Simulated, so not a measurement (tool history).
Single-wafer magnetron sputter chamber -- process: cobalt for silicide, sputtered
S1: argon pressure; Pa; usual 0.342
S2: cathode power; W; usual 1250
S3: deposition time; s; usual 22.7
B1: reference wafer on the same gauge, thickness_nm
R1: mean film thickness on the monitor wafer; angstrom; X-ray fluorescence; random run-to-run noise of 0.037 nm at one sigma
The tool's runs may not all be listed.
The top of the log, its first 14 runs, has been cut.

run   hour     S1    S2    S3      B1      R1
     364.5  -- sputter target and shields replaced
 15  365.0  0.342  1250  22.7  16.294  152.06
 16  397.3  0.342  1250  22.7  16.295  151.81
 17  422.4  0.342  1400  23.9  16.303  169.71
 18  453.4  0.237  1250  25.6  16.296  176.20
     456.3  -- gauge calibrated
 19  486.6  0.249  1250  18.2  16.305  125.32
 20  516.4  0.342  1250  22.7  16.297  150.97
 21  551.0  0.412  1450  20.1  16.299  141.53
 22  575.0  0.216  1250  26.0  16.302  179.59
 23  608.8  0.259  1250  22.7  16.295  154.23
 24  630.7  0.234  1050  22.7  16.301  142.02
 25  650.6  0.342  1250  22.7  16.300  150.27
     679.2  -- capacitance manometer re-zeroed and calibrated
 26  703.9  0.277  1350  22.7  16.297  158.74
 27  722.4  0.342  1500  25.6  16.300  186.07
 28  754.0  0.385  1250  22.7  16.305  146.70
 29  787.6  0.342  1150  22.7  16.299  141.97
 30  808.0  0.405  1000  26.4  16.301  150.28
 31  823.1  0.342  1100  21.3  16.305  129.37
 32  846.9  0.234  1000  25.8  16.303  153.84
     863.0  -- sputter target and shields replaced
 33  876.2  0.342  1500  21.5  16.295  158.54
 34  906.8  0.342  1250  22.7  16.303  152.26
 35  930.8  0.342  1250  22.7  16.295  151.51

What if the next run were any one of these 4? Each begins from the tool's condition after run 35:
  A  931.2  0.342  1400  22.7   ?   ?
  B  931.2  0.386  1500  25.5   ?   ?
  C  931.2  0.251  1400  21.5   ?   ?
  D  931.2  0.417  1250  26.9   ?   ?

run      B1      R1
  A  16.305  161.15
  B  16.305  185.79
  C  16.305  156.78
  D  16.305  175.72
Without the tool's unlogged condition, the same runs would have read:
run      R1
  A  161.63
  B  186.34
  C  157.25
  D  176.24
